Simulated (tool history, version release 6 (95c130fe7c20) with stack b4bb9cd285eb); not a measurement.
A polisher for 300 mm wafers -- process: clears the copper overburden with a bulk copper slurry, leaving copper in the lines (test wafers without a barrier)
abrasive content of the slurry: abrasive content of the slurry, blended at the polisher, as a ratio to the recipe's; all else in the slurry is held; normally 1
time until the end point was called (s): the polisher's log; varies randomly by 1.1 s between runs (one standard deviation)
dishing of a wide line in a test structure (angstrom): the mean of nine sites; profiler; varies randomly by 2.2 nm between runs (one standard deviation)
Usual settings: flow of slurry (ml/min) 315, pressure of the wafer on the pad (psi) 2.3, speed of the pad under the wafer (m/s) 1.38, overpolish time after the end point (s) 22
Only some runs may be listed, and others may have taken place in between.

run	hour	flow of slurry (ml/min)	pressure of the wafer on the pad (psi)	speed of the pad under the wafer (m/s)	abrasive content of the slurry	overpolish time after the end point (s)	incoming thickness of the incoming film, nm	time until the end point was called (s)	dishing of a wide line in a test structure (angstrom)
1	0	315	2.3	1.38	1.1	22	882	91.1	866
2	6.5	315	2.3	1.38	1	22	881.6	97.5	855
3	22	315	2.3	1.38	1	22	869.8	96.8	831
4	38.9	315	2.3	1.38	1	22	878	101.5	805
5	50.3	315	2.3	1.38	1	12	892.5	105.3	590
6	56.6	315	2.3	1.38	1	12	877.4	101.1	596
7	64.7	315	2.3	1.38	1	12	877.2	103.4	591
8	77.2	315	2.3	1.38	0.75	22	880.5	111.3	825
9	88.7	315	2.3	1.38	0.75	22	869.2	108.7	782
# hour 100.5: worn pad replaced by a new one
10	101	315	2.3	1.38	1	22	872	92.2	829
11	137.7	315	2.3	1.38	1	22	883.1	102.2	807
12	150.4	315	2.3	1.38	1	22	880.6	102.5	798
13	168.2	400	2.8	1.22	1.3	22	880.3	82.2	892
14	178.2	315	2.3	1.38	1	22	874.9	102.9	825
15	207.6	315	2.3	1.38	0.8	22	886.4	111.7	806
# hour 217.6: slurry nozzle cleaned
# hour 218.4: worn pad replaced by a new one
16	224.9	315	2.3	1.72	1	22	870.3	80.6	886
# hour 230.8: head pressure recalibrated
17	242.6	315	2.3	1.58	0.9	11	874.3	90.5	603
# hour 245.3: slurry blender recalibrated
18	255.5	370	2.3	1.38	0.7	22	870.9	99.4	844
19	262.3	315	2.3	1.38	1	22	874.8	92.6	822
20	275.8	315	2.3	1.38	1	22	883.3	96.4	843
21	287.7	315	2.3	1.38	0.8	22	870.4	102.8	816
22	294.9	315	2.3	1.38	1.25	22	887.1	94.5	848
23	310.6	345	2.3	1.38	0.85	22	863.4	101.8	826
24	325.9	315	2.3	1.38	1	22	873.5	99.2	813
# hour 334.2: worn pad replaced by a new one
25	334.7	315	2.3	1.14	1	22	893.4	100.5	834
26	347	315	2.3	1.38	0.9	22	889.1	95.7	849
27	361.3	315	1.5	1.38	1.1	29	880.1	142.8	679

Below are 5 alternative next runs, each starting from the tool's condition after run 27. Predict each:
A	361.8	315	2.3	1.38	1	22	879.3	?	?
B	361.8	315	2.5	1.04	1	22	879.3	?	?
C	361.8	280	2.3	1.38	0.7	22	879.3	?	?
D	361.8	315	1.7	1.78	1	34	879.3	?	?
E	361.8	315	2.7	1.38	1.2	10	879.3	?	?

run	time until the end point was called (s)	dishing of a wide line in a test structure (angstrom)
A	96.3	840
B	108	816
C	106.2	808
D	107.5	846
E	78.5	643
Had the tool no hidden state, the same runs would have come out as:
run	time until the end point was called (s)	dishing of a wide line in a test structure (angstrom)
A	85.3	878
B	95.7	859
C	94.3	847
D	95.2	864
E	69.5	693
